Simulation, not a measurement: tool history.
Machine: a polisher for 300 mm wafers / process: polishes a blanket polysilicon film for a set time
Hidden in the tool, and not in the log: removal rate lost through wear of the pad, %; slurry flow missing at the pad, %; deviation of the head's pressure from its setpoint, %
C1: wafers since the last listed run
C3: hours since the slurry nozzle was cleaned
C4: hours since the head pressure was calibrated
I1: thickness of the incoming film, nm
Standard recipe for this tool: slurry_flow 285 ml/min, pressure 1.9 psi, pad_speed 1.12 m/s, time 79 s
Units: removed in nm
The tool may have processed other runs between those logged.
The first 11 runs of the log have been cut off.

run 12 day=21.742 | slurry_flow=285 pressure=1.9 pad_speed=1.12 time=79 | C1=384 wafers_polished_on_this_pad=630 C3=427.2 C4=458.9 | I1=2318.6 | removed=575.1
run 13 day=23.567 | slurry_flow=285 pressure=1.9 pad_speed=1.12 time=79 | C1=280 wafers_polished_on_this_pad=911 C3=471 C4=502.7 | I1=2282.8 | removed=568.1
run 14 day=25.621 | slurry_flow=285 pressure=1.9 pad_speed=1.12 time=79 | C1=315 wafers_polished_on_this_pad=1226 C3=520.3 C4=552 | I1=2314 | removed=580
run 15 day=27.212 | slurry_flow=285 pressure=1.9 pad_speed=1.12 time=79 | C1=244 wafers_polished_on_this_pad=1471 C3=558.5 C4=590.2 | I1=2351.2 | removed=562.5
run 16 day=28.354 | slurry_flow=285 pressure=1.9 pad_speed=1.12 time=62 | C1=175 wafers_polished_on_this_pad=1647 C3=585.9 C4=617.6 | I1=2321.4 | removed=443.7
run 17 day=29.979 | slurry_flow=255 pressure=1.7 pad_speed=1.12 time=79 | C1=249 wafers_polished_on_this_pad=1896 C3=624.9 C4=656.6 | I1=2289.7 | removed=494.4
-- day=30.15 worn pad replaced by a new one
-- day=31.762 slurry nozzle cleaned
run 18 day=34.758 | slurry_flow=285 pressure=1.9 pad_speed=1.12 time=79 | C1=702 wafers_polished_on_this_pad=701 C3=71.9 C4=771.3 | I1=2343.3 | removed=595.8
run 19 day=37.712 | slurry_flow=285 pressure=2.3 pad_speed=1.12 time=79 | C1=453 wafers_polished_on_this_pad=1155 C3=142.8 C4=842.2 | I1=2304.6 | removed=725
run 20 day=38.717 | slurry_flow=285 pressure=1.4 pad_speed=1.42 time=100 | C1=154 wafers_polished_on_this_pad=1310 C3=166.9 C4=866.3 | I1=2335.6 | removed=648.4
run 21 day=40.262 | slurry_flow=285 pressure=1.9 pad_speed=1.12 time=70 | C1=237 wafers_polished_on_this_pad=1547 C3=204 C4=903.4 | I1=2342.1 | removed=523
run 22 day=42.996 | slurry_flow=365 pressure=1.9 pad_speed=1.12 time=64 | C1=420 wafers_polished_on_this_pad=1967 C3=269.6 C4=969 | I1=2348.2 | removed=482
run 23 day=44.238 | slurry_flow=285 pressure=1.9 pad_speed=0.78 time=79 | C1=190 wafers_polished_on_this_pad=2158 C3=299.4 C4=998.8 | I1=2315.5 | removed=475.3
-- day=45.767 worn pad replaced by a new one
run 24 day=46.121 | slurry_flow=285 pressure=1.9 pad_speed=1.12 time=79 | C1=263 wafers_polished_on_this_pad=54 C3=344.6 C4=1044 | I1=2332.5 | removed=632.3
run 25 day=47.617 | slurry_flow=225 pressure=2.5 pad_speed=1.12 time=70 | C1=229 wafers_polished_on_this_pad=284 C3=380.5 C4=1079.9 | I1=2325.1 | removed=715.4
-- day=49.675 head pressure recalibrated
run 26 day=54.525 | slurry_flow=285 pressure=1.9 pad_speed=1.12 time=79 | C1=1048 wafers_polished_on_this_pad=1333 C3=546.3 C4=116.4 | I1=2279 | removed=536.8
run 27 day=57.479 | slurry_flow=285 pressure=1.9 pad_speed=1.12 time=79 | C1=453 wafers_polished_on_this_pad=1787 C3=617.2 C4=187.3 | I1=2348.6 | removed=525.9
-- day=58.288 worn pad replaced by a new one
-- day=58.708 slurry nozzle cleaned
run 28 day=59.912 | slurry_flow=285 pressure=1.9 pad_speed=1.12 time=79 | C1=341 wafers_polished_on_this_pad=243 C3=28.9 C4=245.7 | I1=2301.5 | removed=571.2
run 29 day=61.996 | slurry_flow=350 pressure=1.9 pad_speed=1.12 time=66 | C1=320 wafers_polished_on_this_pad=563 C3=78.9 C4=295.7 | I1=2304.9 | removed=477
run 30 day=64.817 | slurry_flow=210 pressure=1.9 pad_speed=0.78 time=79 | C1=433 wafers_polished_on_this_pad=997 C3=146.6 C4=363.4 | I1=2356.2 | removed=443
run 31 day=70.504 | slurry_flow=285 pressure=2.2 pad_speed=1.48 time=102 | C1=874 wafers_polished_on_this_pad=1871 C3=283.1 C4=499.9 | I1=2321.7 | removed=963.8
run 32 day=71.842 | slurry_flow=285 pressure=1.2 pad_speed=1.22 time=71 | C1=205 wafers_polished_on_this_pad=2076 C3=315.2 C4=532 | I1=2358.3 | removed=318.1
run 33 day=73.029 | slurry_flow=285 pressure=1.9 pad_speed=1.12 time=79 | C1=182 wafers_polished_on_this_pad=2259 C3=343.7 C4=560.5 | I1=2359.2 | removed=523

Branching from run 33: 5 alternative next runs. What would each branch give?
run A day=73.05 | slurry_flow=240 pressure=1.9 pad_speed=1.12 time=79 | C1=3 wafers_polished_on_this_pad=2262 C3=344.2 C4=561 | I1=2341.1 | removed=?
run B day=73.05 | slurry_flow=285 pressure=2.5 pad_speed=0.98 time=62 | C1=3 wafers_polished_on_this_pad=2262 C3=344.2 C4=561 | I1=2341.1 | removed=?
run C day=73.05 | slurry_flow=285 pressure=1.7 pad_speed=0.9 time=86 | C1=3 wafers_polished_on_this_pad=2262 C3=344.2 C4=561 | I1=2341.1 | removed=?
run D day=73.05 | slurry_flow=315 pressure=1.7 pad_speed=1.12 time=79 | C1=3 wafers_polished_on_this_pad=2262 C3=344.2 C4=561 | I1=2341.1 | removed=?
run E day=73.05 | slurry_flow=210 pressure=1.9 pad_speed=1.12 time=79 | C1=3 wafers_polished_on_this_pad=2262 C3=344.2 C4=561 | I1=2341.1 | removed=?

run=A removed=515.6
run=B removed=499.3
run=C removed=449.1
run=D removed=471.1
run=E removed=509.7
The same runs, with their run-to-run variation unchanged, on a tool lacking any hidden condition would have given:
run=A removed=553.1
run=B removed=535.6
run=C removed=481.8
run=D removed=505.4
run=E removed=546.8
